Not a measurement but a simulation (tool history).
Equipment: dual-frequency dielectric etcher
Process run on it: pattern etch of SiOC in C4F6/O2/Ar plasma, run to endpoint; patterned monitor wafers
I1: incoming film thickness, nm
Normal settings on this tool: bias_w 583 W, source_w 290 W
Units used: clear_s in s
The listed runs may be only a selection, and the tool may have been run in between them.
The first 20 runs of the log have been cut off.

Run 21, hour 263.2: usual settings but bias_w 719 W, source_w 230 W; I1 32.46. Result: clear_s 10.4 s.
Run 22, hour 268.7: usual settings; I1 32.16. Result: clear_s 10.4 s.
At hour 295.0: upper electrode replaced.
Run 23, hour 295.5: usual settings but bias_w 719 W, source_w 350 W; I1 32.25. Result: clear_s 9.4 s.
Run 24, hour 302.9: usual settings but bias_w 509 W; I1 32.15. Result: clear_s 10.8 s.
Run 25, hour 316.5: usual settings but bias_w 678 W, source_w 350 W; I1 32.58. Result: clear_s 9.7 s.
Run 26, hour 329.1: usual settings but bias_w 465 W; I1 32.07. Result: clear_s 10.9 s.
Run 27, hour 339.3: usual settings; I1 32.45. Result: clear_s 10.5 s.
Run 28, hour 354.4: usual settings but bias_w 465 W; I1 32.17. Result: clear_s 10.9 s.
Run 29, hour 361.2: usual settings but bias_w 518 W, source_w 350 W; I1 32.14. Result: clear_s 10.2 s.
Run 30, hour 370.7: usual settings but bias_w 505 W, source_w 250 W; I1 31.85. Result: clear_s 11.1 s.
Run 31, hour 386.1: usual settings; I1 32.51. Result: clear_s 10.6 s.
Run 32, hour 423.3: usual settings but bias_w 725 W, source_w 270 W; I1 32.12. Result: clear_s 10.0 s.
Run 33, hour 436.6: usual settings but bias_w 665 W, source_w 260 W; I1 32.39. Result: clear_s 10.4 s.
Run 34, hour 449.8: usual settings but bias_w 514 W, source_w 230 W; I1 32.01. Result: clear_s 11.3 s.
Run 35, hour 464.2: usual settings; I1 32.26. Result: clear_s 10.5 s.
Run 36, hour 472.0: usual settings but bias_w 669 W, source_w 350 W; I1 32.09. Result: clear_s 9.6 s.

Below are 3 alternative next runs, each starting from the tool's condition after run 36. Predict each:
Run A, hour 472.4: usual settings; I1 31.86. Result: clear_s ?.
Run B, hour 472.4: usual settings but bias_w 692 W, source_w 330 W; I1 31.86. Result: clear_s ?.
Run C, hour 472.4: usual settings but bias_w 481 W, source_w 220 W; I1 31.86. Result: clear_s ?.

run  clear_s
  A     10.4
  B      9.6
  C     11.6
With no hidden state in the tool, these same runs would have given:
run  clear_s
  A     10.2
  B      9.5
  C     11.4
